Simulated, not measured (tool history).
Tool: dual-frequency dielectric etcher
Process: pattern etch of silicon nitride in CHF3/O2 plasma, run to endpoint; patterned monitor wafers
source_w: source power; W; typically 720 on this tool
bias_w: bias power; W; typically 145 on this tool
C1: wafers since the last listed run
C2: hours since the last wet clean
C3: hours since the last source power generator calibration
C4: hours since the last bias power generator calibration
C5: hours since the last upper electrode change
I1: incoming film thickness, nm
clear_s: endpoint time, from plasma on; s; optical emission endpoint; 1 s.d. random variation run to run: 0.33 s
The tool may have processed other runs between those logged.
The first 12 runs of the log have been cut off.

run 13 hour=524.5 | source_w=890 bias_w=170 | C1=95 C2=11.1 C3=2741.3 C4=2795.4 C5=154.4 | I1=93.6 | clear_s=53.9
-- hour=557.8 source power generator calibrated
run 14 hour=562.0 | source_w=540 bias_w=179 | C1=302 C2=48.6 C3=4.2 C4=2832.9 C5=191.9 | I1=93.8 | clear_s=60.9
run 15 hour=609.1 | source_w=630 bias_w=176 | C1=425 C2=95.7 C3=51.3 C4=2880.0 C5=239.0 | I1=94.2 | clear_s=58.4
run 16 hour=663.5 | source_w=560 bias_w=129 | C1=491 C2=150.1 C3=105.7 C4=2934.4 C5=293.4 | I1=94.0 | clear_s=68.2
run 17 hour=711.2 | source_w=720 bias_w=145 | C1=430 C2=197.8 C3=153.4 C4=2982.1 C5=341.1 | I1=94.3 | clear_s=60.6
run 18 hour=751.8 | source_w=720 bias_w=145 | C1=366 C2=238.4 C3=194.0 C4=3022.7 C5=381.7 | I1=93.1 | clear_s=59.2
run 19 hour=802.9 | source_w=800 bias_w=126 | C1=461 C2=289.5 C3=245.1 C4=3073.8 C5=432.8 | I1=92.9 | clear_s=59.6
run 20 hour=846.9 | source_w=720 bias_w=145 | C1=397 C2=333.5 C3=289.1 C4=3117.8 C5=476.8 | I1=93.1 | clear_s=58.6
run 21 hour=915.1 | source_w=670 bias_w=178 | C1=615 C2=401.7 C3=357.3 C4=3186.0 C5=545.0 | I1=95.0 | clear_s=55.8
-- hour=924.8 bias power generator calibrated
-- hour=967.3 wet clean of the chamber
run 22 hour=967.8 | source_w=720 bias_w=145 | C1=223 C2=0.5 C3=410.0 C4=43.0 C5=597.7 | I1=91.7 | clear_s=60.6
run 23 hour=1000.7 | source_w=790 bias_w=125 | C1=297 C2=33.4 C3=442.9 C4=75.9 C5=630.6 | I1=93.8 | clear_s=63.6
run 24 hour=1048.7 | source_w=720 bias_w=145 | C1=433 C2=81.4 C3=490.9 C4=123.9 C5=678.6 | I1=92.7 | clear_s=60.1
run 25 hour=1140.3 | source_w=720 bias_w=145 | C1=827 C2=173.0 C3=582.5 C4=215.5 C5=770.2 | I1=93.8 | clear_s=60.6
run 26 hour=1201.6 | source_w=670 bias_w=116 | C1=553 C2=234.3 C3=643.8 C4=276.8 C5=831.5 | I1=94.3 | clear_s=67.2
run 27 hour=1255.7 | source_w=620 bias_w=125 | C1=488 C2=288.4 C3=697.9 C4=330.9 C5=885.6 | I1=93.5 | clear_s=65.7
run 28 hour=1307.6 | source_w=720 bias_w=145 | C1=468 C2=340.3 C3=749.8 C4=382.8 C5=937.5 | I1=94.2 | clear_s=59.6
run 29 hour=1354.5 | source_w=720 bias_w=145 | C1=423 C2=387.2 C3=796.7 C4=429.7 C5=984.4 | I1=93.8 | clear_s=59.5
run 30 hour=1418.8 | source_w=810 bias_w=123 | C1=580 C2=451.5 C3=861.0 C4=494.0 C5=1048.7 | I1=94.4 | clear_s=61.0
-- hour=1444.2 wet clean of the chamber
run 31 hour=1475.9 | source_w=720 bias_w=145 | C1=298 C2=31.7 C3=918.1 C4=551.1 C5=1105.8 | I1=93.5 | clear_s=61.5
run 32 hour=1521.2 | source_w=720 bias_w=167 | C1=408 C2=77.0 C3=963.4 C4=596.4 C5=1151.1 | I1=94.4 | clear_s=58.3
run 33 hour=1561.2 | source_w=800 bias_w=145 | C1=361 C2=117.0 C3=1003.4 C4=636.4 C5=1191.1 | I1=93.8 | clear_s=59.4

Forecast run 34:
run 34 hour=1585.4 | source_w=630 bias_w=167 | C1=218 C2=141.2 C3=1027.6 C4=660.6 C5=1215.3 | I1=94.4 | clear_s=?

Run 34 gave clear_s 60.1 s.
If the tool had no hidden condition, the same run with the same run-to-run variation would have returned clear_s 61.1 s.

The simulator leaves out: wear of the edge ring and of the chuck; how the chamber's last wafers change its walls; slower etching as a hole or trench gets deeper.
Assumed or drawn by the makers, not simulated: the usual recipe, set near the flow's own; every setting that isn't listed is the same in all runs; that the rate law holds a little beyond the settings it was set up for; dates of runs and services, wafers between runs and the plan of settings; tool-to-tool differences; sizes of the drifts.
